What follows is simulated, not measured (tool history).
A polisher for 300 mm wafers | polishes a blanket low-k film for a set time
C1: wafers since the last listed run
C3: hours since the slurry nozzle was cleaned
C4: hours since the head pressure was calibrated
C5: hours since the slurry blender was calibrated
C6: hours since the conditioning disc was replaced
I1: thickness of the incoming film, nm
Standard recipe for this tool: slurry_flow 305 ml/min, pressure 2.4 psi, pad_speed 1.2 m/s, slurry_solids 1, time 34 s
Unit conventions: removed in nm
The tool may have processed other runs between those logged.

{"run": 1, "hour": 0.0, "slurry_flow": 360, "pressure": 2.4, "pad_speed": 1.2, "slurry_solids": 1, "time": 34, "C1": 0, "wafers polished on this pad": 118, "C3": 452.5, "C4": 834, "C5": 207.8, "C6": 263.4, "I1": 607.3, "removed": 21.5}
{"hour": 10.3, "done": "slurry blender recalibrated"}
{"run": 2, "hour": 17.1, "slurry_flow": 360, "pressure": 2.4, "pad_speed": 1.2, "slurry_solids": 1, "time": 34, "C1": 228, "wafers polished on this pad": 346, "C3": 469.6, "C4": 851.1, "C5": 6.8, "C6": 280.5, "I1": 602.2, "removed": 21.6}
{"run": 3, "hour": 42.6, "slurry_flow": 305, "pressure": 2.4, "pad_speed": 1.2, "slurry_solids": 1, "time": 34, "C1": 386, "wafers polished on this pad": 733, "C3": 495.1, "C4": 876.6, "C5": 32.3, "C6": 306, "I1": 612.5, "removed": 21.3}
{"run": 4, "hour": 74.7, "slurry_flow": 305, "pressure": 2.4, "pad_speed": 1.2, "slurry_solids": 1, "time": 34, "C1": 486, "wafers polished on this pad": 1219, "C3": 527.2, "C4": 908.7, "C5": 64.4, "C6": 338.1, "I1": 605.7, "removed": 21.1}
{"hour": 82.9, "done": "worn pad replaced by a new one"}
{"hour": 136.2, "done": "slurry nozzle cleaned"}
{"run": 5, "hour": 145.5, "slurry_flow": 305, "pressure": 2.4, "pad_speed": 1.2, "slurry_solids": 1, "time": 34, "C1": 996, "wafers polished on this pad": 933, "C3": 9.3, "C4": 979.5, "C5": 135.2, "C6": 408.9, "I1": 616.7, "removed": 21.2}
{"hour": 151.9, "done": "head pressure recalibrated"}
{"hour": 177.1, "done": "worn pad replaced by a new one"}
{"run": 6, "hour": 177.6, "slurry_flow": 305, "pressure": 2.4, "pad_speed": 1.2, "slurry_solids": 1, "time": 34, "C1": 395, "wafers polished on this pad": 6, "C3": 41.4, "C4": 25.7, "C5": 167.3, "C6": 441, "I1": 614.6, "removed": 23.8}
{"run": 7, "hour": 206.9, "slurry_flow": 305, "pressure": 2.4, "pad_speed": 1.2, "slurry_solids": 1, "time": 34, "C1": 443, "wafers polished on this pad": 450, "C3": 70.7, "C4": 55, "C5": 196.6, "C6": 470.3, "I1": 610.2, "removed": 23.5}
{"run": 8, "hour": 228.2, "slurry_flow": 230, "pressure": 2.4, "pad_speed": 0.92, "slurry_solids": 0.7, "time": 25, "C1": 322, "wafers polished on this pad": 773, "C3": 92, "C4": 76.3, "C5": 217.9, "C6": 491.6, "I1": 610.2, "removed": 11.3}
{"hour": 233.3, "done": "slurry blender recalibrated"}
{"hour": 256.5, "done": "conditioning disc replaced and pad reconditioned"}
{"run": 9, "hour": 260.8, "slurry_flow": 305, "pressure": 2.4, "pad_speed": 1.2, "slurry_solids": 1, "time": 34, "C1": 433, "wafers polished on this pad": 1206, "C3": 124.6, "C4": 108.9, "C5": 27.5, "C6": 4.3, "I1": 612.4, "removed": 23.3}
{"hour": 271.0, "done": "worn pad replaced by a new one"}
{"run": 10, "hour": 288.1, "slurry_flow": 305, "pressure": 2.4, "pad_speed": 1.2, "slurry_solids": 0.75, "time": 34, "C1": 352, "wafers polished on this pad": 258, "C3": 151.9, "C4": 136.2, "C5": 54.8, "C6": 31.6, "I1": 615, "removed": 19.4}
{"run": 11, "hour": 312.8, "slurry_flow": 305, "pressure": 2.4, "pad_speed": 1.34, "slurry_solids": 0.8, "time": 34, "C1": 374, "wafers polished on this pad": 632, "C3": 176.6, "C4": 160.9, "C5": 79.5, "C6": 56.3, "I1": 609.7, "removed": 22.2}
{"run": 12, "hour": 334.8, "slurry_flow": 305, "pressure": 2.4, "pad_speed": 1.2, "slurry_solids": 1, "time": 34, "C1": 333, "wafers polished on this pad": 966, "C3": 198.6, "C4": 182.9, "C5": 101.5, "C6": 78.3, "I1": 616.8, "removed": 23.6}
{"hour": 352.0, "done": "worn pad replaced by a new one"}
{"run": 13, "hour": 361.4, "slurry_flow": 305, "pressure": 2.4, "pad_speed": 1.2, "slurry_solids": 1, "time": 34, "C1": 342, "wafers polished on this pad": 141, "C3": 225.2, "C4": 209.5, "C5": 128.1, "C6": 104.9, "I1": 609.1, "removed": 23.6}
{"run": 14, "hour": 382.1, "slurry_flow": 280, "pressure": 2.4, "pad_speed": 1.2, "slurry_solids": 1.2, "time": 34, "C1": 313, "wafers polished on this pad": 455, "C3": 245.9, "C4": 230.2, "C5": 148.8, "C6": 125.6, "I1": 600.6, "removed": 25.5}

Hidden state at the last listed run before each entry between runs and at the first one after, where it differs:
Between runs 1 and 2: slurry blender recalibrated (hour 10.3)
  deviation of the head's pressure from its setpoint, %: -7.44 -> -7.75
  measured less the result without the state, removed: -1.8 -> -1.8 nm
Between runs 4 and 5: worn pad replaced by a new one (hour 82.9); slurry nozzle cleaned (hour 136.2)
  deviation of the head's pressure from its setpoint, %: -8.83 -> -10.3
  measured less the result without the state, removed: -2 -> -2.4 nm
Between runs 5 and 6: head pressure recalibrated (hour 151.9); worn pad replaced by a new one (hour 177.1)
  deviation of the head's pressure from its setpoint, %: -10.3 -> 0.567
  measured less the result without the state, removed: -2.4 -> +0.1 nm
Between runs 8 and 9: slurry blender recalibrated (hour 233.3); conditioning disc replaced and pad reconditioned (hour 256.5)
  deviation of the head's pressure from its setpoint, %: 0.512 -> 0.447
  measured less the result without the state, removed: +0.1 -> +0.1 nm
Between runs 9 and 10: worn pad replaced by a new one (hour 271)
  deviation of the head's pressure from its setpoint, %: 0.447 -> 0.376
  measured less the result without the state, removed: +0.1 -> +0 nm
Between runs 12 and 13: worn pad replaced by a new one (hour 352)
  deviation of the head's pressure from its setpoint, %: 0.217 -> 0.106
  measured less the result without the state, removed: +0.1 -> +0.1 nm
